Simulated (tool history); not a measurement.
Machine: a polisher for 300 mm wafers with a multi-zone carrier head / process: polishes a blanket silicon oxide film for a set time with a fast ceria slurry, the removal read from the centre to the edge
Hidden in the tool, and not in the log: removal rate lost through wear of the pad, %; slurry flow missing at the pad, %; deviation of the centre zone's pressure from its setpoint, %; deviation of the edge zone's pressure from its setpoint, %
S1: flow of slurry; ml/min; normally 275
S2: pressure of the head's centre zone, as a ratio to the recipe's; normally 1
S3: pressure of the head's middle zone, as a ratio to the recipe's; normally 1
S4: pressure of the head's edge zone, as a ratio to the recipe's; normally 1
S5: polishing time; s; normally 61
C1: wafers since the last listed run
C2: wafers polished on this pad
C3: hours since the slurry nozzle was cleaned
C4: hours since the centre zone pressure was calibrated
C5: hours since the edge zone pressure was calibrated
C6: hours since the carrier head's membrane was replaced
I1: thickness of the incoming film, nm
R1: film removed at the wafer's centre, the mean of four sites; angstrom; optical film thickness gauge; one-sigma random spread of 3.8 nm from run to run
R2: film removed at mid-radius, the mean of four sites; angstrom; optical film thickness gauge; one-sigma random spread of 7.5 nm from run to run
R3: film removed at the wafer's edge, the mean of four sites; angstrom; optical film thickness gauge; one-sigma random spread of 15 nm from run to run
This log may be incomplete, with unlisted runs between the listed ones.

run 1 hour=0 | S1=275 S2=1 S3=1 S4=1.03 S5=61 | C1=0 C2=435 C3=697.6 C4=1474.4 C5=1201.2 C6=450.9 | I1=3698.7 | R1=13051 R2=11722 R3=11880
run 2 hour=10 | S1=275 S2=1 S3=1 S4=1.03 S5=61 | C1=88 C2=524 C3=707.6 C4=1484.4 C5=1211.2 C6=460.9 | I1=3612.6 | R1=12998 R2=11690 R3=11808
run 3 hour=26.8 | S1=275 S2=1 S3=1 S4=1.03 S5=61 | C1=148 C2=672 C3=724.4 C4=1501.2 C5=1228 C6=477.7 | I1=3699.4 | R1=13049 R2=11454 R3=11811
run 4 hour=37.8 | S1=275 S2=1 S3=1 S4=1 S5=61 | C1=97 C2=769 C3=735.4 C4=1512.2 C5=1239 C6=488.7 | I1=3725.1 | R1=12903 R2=11519 R3=11301
run 5 hour=48.1 | S1=275 S2=1 S3=1 S4=1 S5=61 | C1=91 C2=860 C3=745.7 C4=1522.5 C5=1249.3 C6=499 | I1=3725.3 | R1=12921 R2=11560 R3=11344
-- hour=52.9 worn pad replaced by a new one
-- hour=59 slurry nozzle cleaned
-- hour=62.5 carrier head's membrane replaced by a new one
run 6 hour=65.1 | S1=275 S2=1 S3=1 S4=1 S5=61 | C1=75 C2=67 C3=6.1 C4=1539.5 C5=1266.3 C6=2.6 | I1=3728.3 | R1=13186 R2=11639 R3=11504
-- hour=76.7 centre zone pressure recalibrated
run 7 hour=79 | S1=275 S2=1 S3=1 S4=1 S5=61 | C1=105 C2=173 C3=20 C4=2.3 C5=1280.2 C6=16.5 | I1=3695.5 | R1=12006 R2=11732 R3=11583
-- hour=95.4 edge zone pressure recalibrated
run 8 hour=95.9 | S1=275 S2=1 S3=1 S4=1 S5=61 | C1=131 C2=304 C3=36.9 C4=19.2 C5=0.5 C6=33.4 | I1=3604.1 | R1=11956 R2=11685 R3=11602
run 9 hour=102.8 | S1=275 S2=1 S3=1 S4=1 S5=61 | C1=60 C2=365 C3=43.8 C4=26.1 C5=7.4 C6=40.3 | I1=3707.8 | R1=11873 R2=11776 R3=11611
run 10 hour=110.1 | S1=275 S2=1.07 S3=1 S4=1 S5=61 | C1=64 C2=430 C3=51.1 C4=33.4 C5=14.7 C6=47.6 | I1=3715 | R1=12595 R2=11573 R3=11489
run 11 hour=123.6 | S1=275 S2=1 S3=1 S4=1 S5=61 | C1=119 C2=549 C3=64.6 C4=46.9 C5=28.2 C6=61.1 | I1=3746.7 | R1=11891 R2=11493 R3=11590
run 12 hour=131.1 | S1=215 S2=1 S3=1 S4=0.93 S5=53 | C1=66 C2=615 C3=72.1 C4=54.4 C5=35.7 C6=68.6 | I1=3657.6 | R1=9985 R2=9802 R3=9411
run 13 hour=146 | S1=275 S2=1 S3=1.11 S4=1 S5=61 | C1=131 C2=747 C3=87 C4=69.3 C5=50.6 C6=83.5 | I1=3665.6 | R1=11764 R2=12410 R3=11251
-- hour=155.6 worn pad replaced by a new one
run 14 hour=159.2 | S1=275 S2=0.91 S3=1 S4=1.04 S5=61 | C1=81 C2=31 C3=100.2 C4=82.5 C5=63.8 C6=96.7 | I1=3669 | R1=11174 R2=11726 R3=11896

Forecast each of these 3 alternatives for the next run:
run A hour=159.6 | S1=275 S2=1 S3=1 S4=1 S5=61 | C1=3 C2=35 C3=100.6 C4=82.9 C5=64.2 C6=97.1 | I1=3669 | R1=? R2=? R3=?
run B hour=159.6 | S1=275 S2=1 S3=1 S4=0.95 S5=61 | C1=3 C2=35 C3=100.6 C4=82.9 C5=64.2 C6=97.1 | I1=3669 | R1=? R2=? R3=?
run C hour=159.6 | S1=275 S2=1 S3=1 S4=0.9 S5=61 | C1=3 C2=35 C3=100.6 C4=82.9 C5=64.2 C6=97.1 | I1=3669 | R1=? R2=? R3=?

run=A R1=12034 R2=11821 R3=11618
run=B R1=12034 R2=11822 R3=11337
run=C R1=12034 R2=11823 R3=11056
Without the tool's hidden state the same runs would have given:
run=A R1=12036 R2=11849 R3=11644
run=B R1=12036 R2=11850 R3=11363
run=C R1=12036 R2=11851 R3=11081

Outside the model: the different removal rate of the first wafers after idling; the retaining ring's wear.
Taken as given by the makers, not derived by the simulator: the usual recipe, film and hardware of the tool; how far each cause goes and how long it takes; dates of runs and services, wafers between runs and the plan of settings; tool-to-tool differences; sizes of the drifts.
